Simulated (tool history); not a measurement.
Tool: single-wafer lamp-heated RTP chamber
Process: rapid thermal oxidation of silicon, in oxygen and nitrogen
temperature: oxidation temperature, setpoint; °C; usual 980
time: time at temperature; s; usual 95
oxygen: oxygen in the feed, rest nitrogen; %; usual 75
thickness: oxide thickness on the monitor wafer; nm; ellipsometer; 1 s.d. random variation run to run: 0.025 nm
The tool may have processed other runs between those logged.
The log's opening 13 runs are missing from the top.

| run | hour | temperature | time | oxygen | wafers since the last listed run | wafers since the last pyrometer calibration | hours since the oxygen flow controller was replaced | hours since the gauge calibration | read-back reference wafer on the same gauge, thickness | thickness |
|---|---|---|---|---|---|---|---|---|---|---|
| 14 | 638.5 | 980 | 95 | 75 | 566 | 5234 | 4050.4 | 803.4 | 6.156 | 5.822 |
| 15 | 696.7 | 967 | 95 | 75 | 516 | 5750 | 4108.6 | 861.6 | 6.148 | 5.298 |
| 16 | 744.1 | 980 | 95 | 98 | 420 | 6171 | 4156.0 | 909.0 | 6.154 | 6.427 |
|  | 766.0 | pyrometer window cleaned and pyrometer calibrated |
| 17 | 808.0 | 980 | 95 | 75 | 496 | 372 | 4219.9 | 972.9 | 6.166 | 5.665 |
|  | 897.0 | gauge calibrated |
| 18 | 985.9 | 1001 | 55 | 98 | 1578 | 1951 | 4397.8 | 88.9 | 6.160 | 5.779 |
| 19 | 1013.5 | 980 | 95 | 75 | 244 | 2196 | 4425.4 | 116.5 | 6.153 | 5.802 |
| 20 | 1066.1 | 956 | 53 | 98 | 466 | 2663 | 4478.0 | 169.1 | 6.163 | 4.142 |
| 21 | 1125.9 | 961 | 114 | 90 | 530 | 3194 | 4537.8 | 228.9 | 6.161 | 5.783 |
| 22 | 1161.6 | 959 | 95 | 75 | 316 | 3511 | 4573.5 | 264.6 | 6.150 | 4.945 |
| 23 | 1195.5 | 956 | 117 | 48 | 300 | 3811 | 4607.4 | 298.5 | 6.153 | 4.598 |
| 24 | 1262.9 | 1005 | 131 | 57 | 598 | 4410 | 4674.8 | 365.9 | 6.158 | 7.351 |
|  | 1328.3 | oxygen flow controller replaced |
| 25 | 1328.8 | 993 | 127 | 88 | 513 | 4924 | 0.5 | 431.8 | 6.141 | 7.741 |
| 26 | 1398.2 | 957 | 95 | 75 | 615 | 5539 | 69.9 | 501.2 | 6.152 | 4.964 |
| 27 | 1456.7 | 980 | 95 | 59 | 519 | 6059 | 128.4 | 559.7 | 6.145 | 5.402 |
| 28 | 1486.4 | 996 | 51 | 92 | 263 | 6322 | 158.1 | 589.4 | 6.149 | 5.437 |
| 29 | 1552.4 | 1009 | 117 | 49 | 585 | 6908 | 224.1 | 655.4 | 6.153 | 6.950 |
| 30 | 1601.4 | 962 | 126 | 87 | 434 | 7343 | 273.1 | 704.4 | 6.158 | 6.242 |
|  | 1611.1 | pyrometer window cleaned and pyrometer calibrated |
| 31 | 1655.1 | 965 | 117 | 75 | 405 | 390 | 326.8 | 758.1 | 6.161 | 5.511 |
| 32 | 1713.3 | 980 | 95 | 75 | 516 | 907 | 385.0 | 816.3 | 6.142 | 5.637 |
| 33 | 1744.0 | 956 | 59 | 83 | 272 | 1179 | 415.7 | 847.0 | 6.153 | 4.032 |
| 34 | 1794.9 | 980 | 95 | 47 | 451 | 1631 | 466.6 | 897.9 | 6.163 | 4.825 |
| 35 | 1854.4 | 1004 | 95 | 65 | 528 | 2159 | 526.1 | 957.4 | 6.152 | 6.491 |
| 36 | 1895.7 | 980 | 95 | 53 | 366 | 2526 | 567.4 | 998.7 | 6.144 | 5.087 |
| 37 | 1952.6 | 967 | 48 | 75 | 504 | 3031 | 624.3 | 1055.6 | 6.154 | 3.920 |

For run 38, what comes out?
|  | 1971.5 | gauge calibrated |
| 38 | 2009.4 | 968 | 95 | 75 | 504 | 3535 | 681.1 | 37.9 | ? | ? |

{"run 38": {"read-back reference wafer on the same gauge, thickness": 6.153, "thickness": 5.255}}
Without the tool's hidden state the same run would have given thickness 5.098 nm.
